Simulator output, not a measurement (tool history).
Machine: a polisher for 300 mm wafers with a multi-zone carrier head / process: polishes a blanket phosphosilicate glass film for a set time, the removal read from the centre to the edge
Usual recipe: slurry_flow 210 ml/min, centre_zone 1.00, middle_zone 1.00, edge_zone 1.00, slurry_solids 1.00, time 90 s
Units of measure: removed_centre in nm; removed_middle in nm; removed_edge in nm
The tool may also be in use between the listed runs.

run	hour	slurry_flow	centre_zone	middle_zone	edge_zone	slurry_solids	time	incoming thickness of the incoming film, nm	removed_centre	removed_middle	removed_edge
1	0.0	210	1.00	1.00	1.00	1.00	90	4770.6	568.8	576.3	551.0
2	58.9	235	1.00	1.00	1.00	1.00	90	4691.0	551.7	571.8	556.9
# hour 77.7: slurry nozzle cleaned
3	85.6	235	1.00	1.00	1.00	1.00	90	4690.0	560.6	578.0	547.0
# hour 128.8: worn pad replaced by a new one
4	147.3	235	1.00	1.00	1.00	1.00	90	4680.8	532.8	534.3	521.1
5	203.3	245	1.00	1.00	1.00	1.00	90	4755.1	517.9	539.6	513.5
6	262.0	210	1.00	1.00	1.00	0.90	90	4739.8	474.5	479.5	475.0
7	323.8	210	1.00	1.00	1.00	0.90	90	4780.0	461.5	490.9	465.8
8	361.0	210	1.00	1.00	1.00	0.90	90	4689.1	460.0	469.6	468.4
# hour 404.9: worn pad replaced by a new one, repeated, since the last time left the tool worse
9	449.8	210	1.00	1.00	1.00	1.00	90	4684.4	563.0	590.4	575.7
# hour 468.5: carrier head's membrane replaced by a new one
10	495.7	210	1.00	1.00	1.00	1.00	90	4749.6	566.6	586.6	565.6
# hour 520.6: slurry nozzle cleaned
11	564.2	210	1.00	1.00	1.00	1.00	90	4724.1	557.4	584.4	559.4
12	607.1	210	1.00	0.97	1.00	1.25	100	4642.8	685.8	681.5	684.4
# hour 636.1: edge zone pressure recalibrated
# hour 636.7: worn pad replaced by a new one
13	651.2	235	1.00	1.00	1.00	1.00	90	4779.4	598.6	618.3	575.4
# hour 679.2: centre zone pressure recalibrated
14	720.2	210	0.88	0.89	1.00	1.20	118	4749.4	720.2	770.4	824.2
15	773.4	210	1.00	1.00	1.00	1.00	90	4789.7	567.7	575.5	554.8
16	808.0	210	1.00	1.00	0.90	1.00	90	4749.7	555.1	562.2	544.0
# hour 853.5: worn pad replaced by a new one
17	854.0	270	0.94	1.08	1.00	1.00	99	4632.7	616.5	710.1	646.4
18	911.4	210	1.00	1.00	1.00	1.00	90	4704.5	571.9	580.9	567.9
19	967.4	145	1.00	1.00	1.00	1.10	114	4613.1	694.6	720.1	696.8
# hour 1015.3: slurry nozzle cleaned
20	1019.3	210	1.00	0.89	1.00	1.00	90	4694.4	551.2	515.8	560.8
# hour 1031.2: carrier head's membrane replaced by a new one
21	1091.0	210	0.92	1.00	1.00	1.00	59	4650.5	330.0	364.9	355.2
# hour 1112.0: worn pad replaced by a new one
22	1146.6	210	1.00	1.00	1.00	1.00	103	4629.0	660.2	695.5	645.3

3 ways to go on from here, each from the tool as it stands after run 22. What would each give?
A	1147.1	210	1.00	1.00	1.00	1.25	90	4681.8	?	?	?
B	1147.1	210	1.00	1.00	0.94	1.20	90	4681.8	?	?	?
C	1147.1	210	0.88	1.00	1.00	1.00	90	4681.8	?	?	?

run	removed_centre	removed_middle	removed_edge
A	628.8	660.2	639.7
B	617.2	648.1	613.6
C	495.1	591.8	573.0
With no hidden state in the tool, these same runs would have given:
run	removed_centre	removed_middle	removed_edge
A	634.3	666.1	645.3
B	622.6	653.8	619.0
C	499.5	597.0	578.1
